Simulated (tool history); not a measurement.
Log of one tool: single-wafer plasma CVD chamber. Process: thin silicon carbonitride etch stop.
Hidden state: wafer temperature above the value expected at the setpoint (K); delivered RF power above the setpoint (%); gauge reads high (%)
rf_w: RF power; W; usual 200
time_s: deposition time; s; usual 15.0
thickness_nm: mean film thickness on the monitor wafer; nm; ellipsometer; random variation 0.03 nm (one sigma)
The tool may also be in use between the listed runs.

run	hour	rf_w	time_s	wafers since the last listed run	hours since the last thermocouple change	hours since the last RF generator calibration	hours since the showerhead was replaced	hours since the gauge calibration	read-back reference wafer on the same gauge, thickness_nm	thickness_nm
1	0.0	220	13.2	0	1362.6	1037.3	3331.9	1795.9	7.595	7.502
2	36.8	210	15.0	872	1399.4	1074.1	3368.7	1832.7	7.582	8.448
3	118.3	210	15.0	1931	1480.9	1155.6	3450.2	1914.2	7.592	8.427
4	165.5	210	15.0	1118	1528.1	1202.8	3497.4	1961.4	7.580	8.380
5	204.5	200	15.0	924	1567.1	1241.8	3536.4	2000.4	7.584	8.239
6	248.0	200	15.0	1031	1610.6	1285.3	3579.9	2043.9	7.584	8.257
7	316.1	200	15.0	1614	1678.7	1353.4	3648.0	2112.0	7.593	8.269
8	421.2	200	15.0	2491	1783.8	1458.5	3753.1	2217.1	7.594	8.234
9	483.9	200	15.0	1486	1846.5	1521.2	3815.8	2279.8	7.593	8.220
10	533.8	200	15.0	1182	1896.4	1571.1	3865.7	2329.7	7.586	8.288
11	818.9	225	15.0	6757	2181.5	1856.2	4150.8	2614.8	7.587	8.591
12	865.5	225	15.0	1104	2228.1	1902.8	4197.4	2661.4	7.590	8.567
# hour 950.8: showerhead replaced
13	964.7	180	17.8	2161	2327.3	2002.0	13.9	2760.6	7.586	9.455
14	1038.5	165	17.6	1749	2401.1	2075.8	87.7	2834.4	7.586	9.104
# hour 1086.8: gauge calibrated
15	1122.9	185	13.1	2000	2485.5	2160.2	172.1	36.1	7.593	7.027
16	1198.7	200	14.0	1796	2561.3	2236.0	247.9	111.9	7.591	7.664
17	1268.1	230	12.5	1645	2630.7	2305.4	317.3	181.3	7.594	7.161
# hour 1333.6: RF generator calibrated
18	1359.4	200	15.0	1974	2722.0	25.8	408.6	272.6	7.590	8.343
19	1643.9	235	13.0	6743	3006.5	310.3	693.1	557.1	7.587	7.597
20	1702.3	240	13.1	1384	3064.9	368.7	751.5	615.5	7.592	7.695
21	1751.3	165	16.4	1161	3113.9	417.7	800.5	664.5	7.585	8.599
22	1801.9	180	15.0	1199	3164.5	468.3	851.1	715.1	7.586	8.049
23	1894.3	175	16.1	2190	3256.9	560.7	943.5	807.5	7.589	8.595
# hour 1959.0: thermocouple changed; heater temperature recalibrated
24	1978.3	160	12.7	1801	19.3	644.7	1027.5	891.5	7.586	6.549
25	2031.2	200	15.0	1253	72.2	697.6	1080.4	944.4	7.584	8.249
26	2131.3	200	15.0	2372	172.3	797.7	1180.5	1044.5	7.584	8.285
27	2210.9	220	13.6	1886	251.9	877.3	1260.1	1124.1	7.592	7.747
28	2248.3	240	16.6	886	289.3	914.7	1297.5	1161.5	7.588	9.627
29	2331.9	235	14.2	1981	372.9	998.3	1381.1	1245.1	7.591	8.247
30	2369.6	190	16.9	893	410.6	1036.0	1418.8	1282.8	7.592	9.194
31	2433.4	200	15.0	1512	474.4	1099.8	1482.6	1346.6	7.598	8.292
32	2531.3	235	13.3	2320	572.3	1197.7	1580.5	1444.5	7.582	7.715
33	2633.4	200	15.0	2420	674.4	1299.8	1682.6	1546.6	7.585	8.287
34	2830.2	190	16.5	4664	871.2	1496.6	1879.4	1743.4	7.588	8.898
35	2907.2	185	15.0	1825	948.2	1573.6	1956.4	1820.4	7.589	8.037
36	2950.7	200	13.8	1031	991.7	1617.1	1999.9	1863.9	7.590	7.596

3 ways to go on from here, each from the tool as it stands after run 36. What would each give?
A	2951.1	200	15.0	9	992.1	1617.5	2000.3	1864.3	?	?
B	2951.1	225	17.3	9	992.1	1617.5	2000.3	1864.3	?	?
C	2951.1	215	13.9	9	992.1	1617.5	2000.3	1864.3	?	?

run	read-back reference wafer on the same gauge, thickness_nm	thickness_nm
A	7.591	8.314
B	7.591	9.937
C	7.591	7.875
Without the tool's hidden state the same runs would have given:
run	thickness_nm
A	8.410
B	10.052
C	7.966
